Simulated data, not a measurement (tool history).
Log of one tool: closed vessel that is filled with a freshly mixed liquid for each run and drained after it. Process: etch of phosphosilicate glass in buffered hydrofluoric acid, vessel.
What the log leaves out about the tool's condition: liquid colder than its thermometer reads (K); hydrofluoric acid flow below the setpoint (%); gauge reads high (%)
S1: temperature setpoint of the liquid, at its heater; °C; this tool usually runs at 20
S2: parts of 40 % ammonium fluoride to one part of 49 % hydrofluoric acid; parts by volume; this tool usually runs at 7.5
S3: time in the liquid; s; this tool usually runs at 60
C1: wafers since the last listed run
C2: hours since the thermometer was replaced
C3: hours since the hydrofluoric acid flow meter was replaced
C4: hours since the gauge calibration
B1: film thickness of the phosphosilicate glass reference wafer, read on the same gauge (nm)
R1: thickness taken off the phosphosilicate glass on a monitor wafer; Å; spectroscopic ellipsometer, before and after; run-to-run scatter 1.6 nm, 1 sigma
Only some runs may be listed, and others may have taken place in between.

{"run": 1, "hour": 0.0, "S1": 20, "S2": 7.5, "S3": 60, "C1": 0, "C2": 2553.2, "C3": 1107.5, "C4": 96, "B1": 60.03, "R1": 2605.5}
{"run": 2, "hour": 32.8, "S1": 20, "S2": 7.5, "S3": 60, "C1": 4460, "C2": 2586, "C3": 1140.3, "C4": 128.8, "B1": 60, "R1": 2606.4}
{"run": 3, "hour": 48.6, "S1": 20, "S2": 7.5, "S3": 60, "C1": 2148, "C2": 2601.8, "C3": 1156.1, "C4": 144.6, "B1": 59.97, "R1": 2610.2}
{"run": 4, "hour": 72.0, "S1": 20, "S2": 7.5, "S3": 60, "C1": 3182, "C2": 2625.2, "C3": 1179.5, "C4": 168, "B1": 59.99, "R1": 2611.9}
{"run": 5, "hour": 104.7, "S1": 20, "S2": 7.5, "S3": 60, "C1": 4447, "C2": 2657.9, "C3": 1212.2, "C4": 200.7, "B1": 59.99, "R1": 2605.1}
{"run": 6, "hour": 126.7, "S1": 20, "S2": 7.5, "S3": 60, "C1": 2991, "C2": 2679.9, "C3": 1234.2, "C4": 222.7, "B1": 60.02, "R1": 2606.8}
{"run": 7, "hour": 140.5, "S1": 20, "S2": 7.5, "S3": 80, "C1": 1876, "C2": 2693.7, "C3": 1248, "C4": 236.5, "B1": 59.98, "R1": 3469}
{"run": 8, "hour": 245.2, "S1": 20, "S2": 7.5, "S3": 60, "C1": 14239, "C2": 2798.4, "C3": 1352.7, "C4": 341.2, "B1": 60.04, "R1": 2592}
{"run": 9, "hour": 266.4, "S1": 20, "S2": 7.5, "S3": 60, "C1": 2883, "C2": 2819.6, "C3": 1373.9, "C4": 362.4, "B1": 59.97, "R1": 2575.9}
{"run": 10, "hour": 291.4, "S1": 20, "S2": 7.5, "S3": 60, "C1": 3399, "C2": 2844.6, "C3": 1398.9, "C4": 387.4, "B1": 60, "R1": 2573.4}
{"run": 11, "hour": 310.0, "S1": 17.5, "S2": 7.5, "S3": 60, "C1": 2529, "C2": 2863.2, "C3": 1417.5, "C4": 406, "B1": 59.95, "R1": 2222.2}
{"run": 12, "hour": 332.1, "S1": 17.5, "S2": 7.5, "S3": 60, "C1": 3005, "C2": 2885.3, "C3": 1439.6, "C4": 428.1, "B1": 60.03, "R1": 2207.6}
{"run": 13, "hour": 366.0, "S1": 24, "S2": 7.5, "S3": 60, "C1": 4610, "C2": 2919.2, "C3": 1473.5, "C4": 462, "B1": 59.99, "R1": 3226.2}
{"run": 14, "hour": 380.7, "S1": 20, "S2": 7.5, "S3": 30, "C1": 1999, "C2": 2933.9, "C3": 1488.2, "C4": 476.7, "B1": 59.99, "R1": 1286.7}
{"run": 15, "hour": 404.9, "S1": 17.5, "S2": 7.5, "S3": 60, "C1": 3291, "C2": 2958.1, "C3": 1512.4, "C4": 500.9, "B1": 59.99, "R1": 2222.3}
{"run": 16, "hour": 421.8, "S1": 23.5, "S2": 7.5, "S3": 30, "C1": 2298, "C2": 2975, "C3": 1529.3, "C4": 517.8, "B1": 59.98, "R1": 1563.6}
{"run": 17, "hour": 446.5, "S1": 20, "S2": 9, "S3": 60, "C1": 3359, "C2": 2999.7, "C3": 1554, "C4": 542.5, "B1": 59.99, "R1": 2090.3}
{"hour": 451.0, "done": "thermometer replaced"}
{"run": 18, "hour": 467.9, "S1": 20, "S2": 10.5, "S3": 75, "C1": 2774, "C2": 16.9, "C3": 1575.4, "C4": 563.9, "B1": 60.05, "R1": 2709}
{"run": 19, "hour": 496.2, "S1": 22.5, "S2": 8.5, "S3": 60, "C1": 3848, "C2": 45.2, "C3": 1603.7, "C4": 592.2, "B1": 60.04, "R1": 2966.8}
{"hour": 503.4, "done": "hydrofluoric acid flow meter replaced"}
{"run": 20, "hour": 525.7, "S1": 17, "S2": 5, "S3": 85, "C1": 3875, "C2": 74.7, "C3": 22.3, "C4": 621.7, "B1": 60.01, "R1": 5065.7}
{"hour": 537.2, "done": "gauge calibrated"}
{"run": 21, "hour": 551.9, "S1": 20, "S2": 7.5, "S3": 60, "C1": 3563, "C2": 100.9, "C3": 48.5, "C4": 14.7, "B1": 59.97, "R1": 2951.5}
{"run": 22, "hour": 578.7, "S1": 20, "S2": 7.5, "S3": 60, "C1": 3644, "C2": 127.7, "C3": 75.3, "C4": 41.5, "B1": 59.99, "R1": 2942.4}
{"run": 23, "hour": 602.9, "S1": 17, "S2": 7.5, "S3": 30, "C1": 3291, "C2": 151.9, "C3": 99.5, "C4": 65.7, "B1": 60, "R1": 1236.2}
{"run": 24, "hour": 627.8, "S1": 17, "S2": 9.5, "S3": 70, "C1": 3386, "C2": 176.8, "C3": 124.4, "C4": 90.6, "B1": 60.02, "R1": 2283.5}
{"run": 25, "hour": 653.5, "S1": 20, "S2": 7.5, "S3": 60, "C1": 3495, "C2": 202.5, "C3": 150.1, "C4": 116.3, "B1": 59.94, "R1": 2917.8}
{"run": 26, "hour": 686.3, "S1": 20, "S2": 7.5, "S3": 60, "C1": 4460, "C2": 235.3, "C3": 182.9, "C4": 149.1, "B1": 59.96, "R1": 2914.9}

A few steps of R1 between consecutive runs. Split each: what settings, incoming material and random variation would produce without the hidden state, and what is left over for the hidden state, along with gauge scatter present in only one of the two compared results (measured, and without hidden state):
Run 13 -> 14: S1 24 -> 20, S3 60 -> 30. R1 -1939.5 Å: hidden state +284.3, all else -2223.8.
Run 17 -> 18: S2 9 -> 10.5, S3 60 -> 75, thermometer replaced. R1 +618.7 Å: hidden state +324.2, all else +294.5.
Run 19 -> 20: S1 22.5 -> 17, S2 8.5 -> 5, S3 60 -> 85, hydrofluoric acid flow meter replaced. R1 +2098.9 Å: hidden state -17.2, all else +2116.1.
Run 20 -> 21: S1 17 -> 20, S2 5 -> 7.5, S3 85 -> 60, gauge calibrated. R1 -2114.2 Å: hidden state +10.4, all else -2124.6.

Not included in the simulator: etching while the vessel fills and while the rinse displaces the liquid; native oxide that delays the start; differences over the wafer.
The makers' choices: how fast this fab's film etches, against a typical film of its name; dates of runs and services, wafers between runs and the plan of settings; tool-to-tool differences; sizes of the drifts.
